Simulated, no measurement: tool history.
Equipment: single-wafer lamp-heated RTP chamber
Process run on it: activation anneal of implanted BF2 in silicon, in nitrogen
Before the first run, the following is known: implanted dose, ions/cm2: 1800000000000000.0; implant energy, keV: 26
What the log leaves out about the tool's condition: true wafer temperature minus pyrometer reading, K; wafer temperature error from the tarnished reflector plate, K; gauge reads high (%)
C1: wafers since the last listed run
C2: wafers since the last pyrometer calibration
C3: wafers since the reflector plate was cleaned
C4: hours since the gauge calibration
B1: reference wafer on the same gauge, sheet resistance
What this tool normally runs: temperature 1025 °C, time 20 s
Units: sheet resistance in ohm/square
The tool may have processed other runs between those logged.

Run 1, hour 0.0: usual settings but temperature 1003 °C, time 26 s; C1 0; C2 2195; C3 4684; C4 395.2; B1 136.22. Result: sheet resistance 154.96 ohm/square.
At hour 63.1: reflector plate cleaned.
Run 2, hour 105.9: usual settings but temperature 1003 °C, time 26 s; C1 2030; C2 4226; C3 887; C4 501.1; B1 136.56. Result: sheet resistance 157.00 ohm/square.
Run 3, hour 184.9: usual settings; C1 1638; C2 5864; C3 2526; C4 580.1; B1 136.65. Result: sheet resistance 138.51 ohm/square.
At hour 210.4: pyrometer window cleaned and pyrometer calibrated.
Run 4, hour 258.7: usual settings; C1 1365; C2 1001; C3 3891; C4 653.9; B1 136.83. Result: sheet resistance 138.84 ohm/square.
At hour 342.3: reflector plate cleaned.
Run 5, hour 342.8: usual settings; C1 1578; C2 2580; C3 9; C4 738.0; B1 137.17. Result: sheet resistance 139.05 ohm/square.
Run 6, hour 408.7: usual settings; C1 1367; C2 3947; C3 1377; C4 803.9; B1 137.34. Result: sheet resistance 140.48 ohm/square.
Run 7, hour 457.2: usual settings but temperature 1037 °C; C1 1006; C2 4953; C3 2383; C4 852.4; B1 137.58. Result: sheet resistance 129.02 ohm/square.
Run 8, hour 552.1: usual settings but temperature 1037 °C; C1 1968; C2 6922; C3 4351; C4 947.3; B1 138.01. Result: sheet resistance 129.93 ohm/square.
At hour 592.3: pyrometer window cleaned and pyrometer calibrated.
Run 9, hour 592.8: usual settings but temperature 1037 °C; C1 678; C2 11; C3 5030; C4 988.0; B1 138.02. Result: sheet resistance 129.67 ohm/square.
At hour 621.5: reflector plate cleaned.
At hour 625.7: gauge calibrated.
Run 10, hour 640.3: usual settings but temperature 1042 °C; C1 819; C2 830; C3 390; C4 14.6; B1 135.80. Result: sheet resistance 123.98 ohm/square.
Run 11, hour 742.0: usual settings; C1 2109; C2 2940; C3 2500; C4 116.3; B1 136.02. Result: sheet resistance 137.96 ohm/square.
Run 12, hour 821.0: usual settings; C1 1638; C2 4579; C3 4139; C4 195.3; B1 136.33. Result: sheet resistance 139.06 ohm/square.
Run 13, hour 862.1: usual settings but temperature 1040 °C, time 25 s; C1 852; C2 5431; C3 4991; C4 236.4; B1 136.19. Result: sheet resistance 120.41 ohm/square.
At hour 900.1: pyrometer window cleaned and pyrometer calibrated.
At hour 916.2: reflector plate cleaned.
Run 14, hour 928.3: usual settings but time 9 s; C1 1041; C2 419; C3 250; C4 302.6; B1 136.42. Result: sheet resistance 156.04 ohm/square.
Run 15, hour 967.8: usual settings; C1 819; C2 1239; C3 1069; C4 342.1; B1 136.58. Result: sheet resistance 138.81 ohm/square.
Run 16, hour 1071.5: usual settings but temperature 1001 °C, time 11 s; C1 2151; C2 3390; C3 3220; C4 445.8; B1 136.56. Result: sheet resistance 178.21 ohm/square.
Run 17, hour 1140.5: usual settings but temperature 1046 °C, time 12 s; C1 1431; C2 4821; C3 4652; C4 514.8; B1 136.51. Result: sheet resistance 131.41 ohm/square.
At hour 1206.9: reflector plate cleaned.
Run 18, hour 1230.8: usual settings but time 24 s; C1 1707; C2 6529; C3 495; C4 605.1; B1 136.93. Result: sheet resistance 136.07 ohm/square.
At hour 1288.3: pyrometer window cleaned and pyrometer calibrated.
Run 19, hour 1318.2: usual settings but time 27 s; C1 1647; C2 621; C3 2142; C4 692.5; B1 137.09. Result: sheet resistance 133.30 ohm/square.
Run 20, hour 1361.9: usual settings but temperature 1033 °C, time 32 s; C1 906; C2 1527; C3 3048; C4 736.2; B1 137.37. Result: sheet resistance 121.18 ohm/square.

The same runs without the tool's hidden state, with the same run-to-run variation:
run  sheet resistance
  1            154.59
  2            156.38
  3            137.76
  4            137.88
  5            137.83
  6            139.01
  7            127.50
  8            128.04
  9            127.62
 10            123.88
 11            137.81
 12            138.86
 13            120.20
 14            155.68
 15            138.42
 16            177.48
 17            130.73
 18            135.13
 19            132.14
 20            120.00

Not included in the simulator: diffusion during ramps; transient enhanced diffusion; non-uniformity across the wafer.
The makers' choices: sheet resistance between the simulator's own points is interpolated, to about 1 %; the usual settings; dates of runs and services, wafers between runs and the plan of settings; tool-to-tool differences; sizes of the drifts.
